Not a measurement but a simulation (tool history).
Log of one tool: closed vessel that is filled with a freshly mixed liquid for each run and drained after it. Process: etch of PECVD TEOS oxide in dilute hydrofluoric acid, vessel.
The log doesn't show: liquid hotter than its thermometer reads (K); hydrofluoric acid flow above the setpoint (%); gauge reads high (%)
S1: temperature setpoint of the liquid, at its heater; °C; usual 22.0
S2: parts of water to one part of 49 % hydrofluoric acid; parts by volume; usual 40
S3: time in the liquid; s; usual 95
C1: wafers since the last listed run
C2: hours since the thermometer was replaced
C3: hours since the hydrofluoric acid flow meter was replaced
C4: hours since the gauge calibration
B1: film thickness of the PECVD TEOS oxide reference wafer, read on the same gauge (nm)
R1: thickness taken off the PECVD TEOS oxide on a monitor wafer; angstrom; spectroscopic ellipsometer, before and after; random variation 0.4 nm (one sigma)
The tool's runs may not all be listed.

run	hour	S1	S2	S3	C1	C2	C3	C4	B1	R1
1	0.0	22.0	40	95	0	481.3	1781.2	4405.8	96.99	483.6
# hour 72.7: gauge calibrated
2	74.7	22.0	40	95	7667	556.0	1855.9	2.0	89.93	452.1
3	122.8	22.0	40	95	4937	604.1	1904.0	50.1	90.00	447.4
4	194.5	20.0	40	55	7359	675.8	1975.7	121.8	90.09	243.2
# hour 243.9: hydrofluoric acid flow meter replaced
5	294.7	20.0	40	55	10182	776.0	50.8	222.0	90.33	240.2
# hour 300.4: thermometer replaced
6	359.5	20.0	40	55	6549	59.1	115.6	286.8	90.41	242.1
7	448.8	22.0	40	95	9166	148.4	204.9	376.1	90.64	461.9
8	713.8	22.0	40	95	27202	413.4	469.9	641.1	91.06	458.8
9	809.3	19.0	40	95	9803	508.9	565.4	736.6	91.32	407.9
10	909.7	24.0	40	95	10306	609.3	665.8	837.0	91.42	502.8
11	969.9	22.0	35	95	6179	669.5	726.0	897.2	91.49	529.9
12	1018.3	18.0	40	50	4968	717.9	774.4	945.6	91.69	208.9
# hour 1042.4: thermometer replaced
13	1104.8	22.0	30	120	8776	62.4	860.9	1032.1	91.81	783.4
14	1143.5	22.0	40	125	3972	101.1	899.6	1070.8	91.90	608.3
15	1215.5	22.0	40	95	7390	173.1	971.6	1142.8	91.94	458.8
16	1290.1	24.5	40	55	7657	247.7	1046.2	1217.4	92.12	299.2
17	1333.9	22.0	45	75	4496	291.5	1090.0	1261.2	92.22	325.2
18	1370.2	22.0	45	75	3726	327.8	1126.3	1297.5	92.28	323.5
19	1469.7	20.5	60	80	10213	427.3	1225.8	1397.0	92.46	241.5
20	1510.3	22.0	40	95	4167	467.9	1266.4	1437.6	92.53	468.9
21	1558.5	20.0	40	110	4947	516.1	1314.6	1485.8	92.67	492.0
22	1610.7	25.0	45	95	5358	568.3	1366.8	1538.0	92.73	466.5
23	1702.8	25.0	40	95	9454	660.4	1458.9	1630.1	92.91	529.0
# hour 1802.7: thermometer replaced
24	1804.4	23.5	55	70	10326	1.7	1560.5	1731.7	93.10	256.8
25	1853.2	20.0	40	55	5009	50.5	1609.3	1780.5	93.21	249.1
26	1896.7	22.0	60	95	4465	94.0	1652.8	1824.0	93.23	304.3
27	1955.7	22.0	35	95	6056	153.0	1711.8	1883.0	93.41	538.7
28	2028.6	24.0	40	95	7483	225.9	1784.7	1955.9	93.52	508.3
29	2126.3	22.0	40	135	10028	323.6	1882.4	2053.6	93.77	656.4
30	2232.6	22.0	40	95	10911	429.9	1988.7	2159.9	93.88	469.1
# hour 2297.3: hydrofluoric acid flow meter replaced
31	2304.2	22.0	30	95	7247	501.5	6.9	2231.5	94.00	637.6
32	2341.5	22.0	50	95	3828	538.8	44.2	2268.8	94.09	370.1
33	2444.3	22.0	30	50	10552	641.6	147.0	2371.6	94.29	336.6
# hour 2510.7: thermometer replaced
34	2544.1	22.0	25	95	10141	33.4	246.8	2471.4	94.46	782.9

Measured less the same run without the tool's hidden state. The same run-to-run variation is in both; the gauge's scatter may not be:
run	R1
1	+34.7
2	-0.6
3	-0.1
4	+0.3
5	+0.7
6	+1.2
7	+2.9
8	+5.5
9	+5.6
10	+7.9
11	+9.0
12	+3.7
13	+15.4
14	+12.4
15	+10.1
16	+6.9
17	+7.8
18	+8.1
19	+6.5
20	+12.9
21	+14.1
22	+13.8
23	+16.6
24	+8.6
25	+8.6
26	+10.7
27	+19.5
28	+19.2
29	+26.0
30	+19.5
31	+27.4
32	+16.1
33	+15.3
34	+37.1
